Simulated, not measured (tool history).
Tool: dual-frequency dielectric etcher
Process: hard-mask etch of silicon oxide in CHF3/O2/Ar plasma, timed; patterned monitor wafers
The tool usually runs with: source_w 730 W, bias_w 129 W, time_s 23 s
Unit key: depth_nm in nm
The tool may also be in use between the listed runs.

run,hour,source_w,bias_w,time_s,"read-back reference wafer on the same gauge, depth_nm",depth_nm
1,0,730,129,23,45,41.43
# hour 4.3: wet clean of the chamber
2,47.3,730,112,23,44.99,39.06
3,111.9,730,112,23,45,39.23
4,190.8,730,112,23,45,38.93
5,267.1,730,129,23,44.99,41.43
6,315.5,730,129,23,45,41.64
# hour 353.7: wet clean of the chamber
7,399.5,730,129,23,45,41.47
# hour 401.5: gauge calibrated
# hour 465.4: source power generator calibrated
8,506.5,650,116,23,44.99,37.15
9,576.6,730,129,17.5,45.02,31.6
10,639.8,730,129,23,44.99,41.37
# hour 675.2: bias power generator calibrated
# hour 782.5: wet clean of the chamber
11,866.3,730,129,23,44.98,41.58
# hour 919.2: upper electrode replaced
12,932.6,600,116,29.5,45.01,45.53
13,1014,640,129,21,45.01,35.23
# hour 1016.1: gauge calibrated
14,1092.5,730,129,23,45.01,41.71
15,1168.3,730,129,19.5,45,35.25

3 ways to go on from here, each from the tool as it stands after run 15. What would each give?
A,1168.7,630,129,23,?,?
B,1168.7,730,117,23,?,?
C,1168.7,730,129,27.5,?,?

run,"read-back reference wafer on the same gauge, depth_nm",depth_nm
A,44.97,38.41
B,44.97,40.08
C,44.97,49.92
With no hidden state in the tool, these same runs would have given:
run,depth_nm
A,38.41
B,40.08
C,49.92
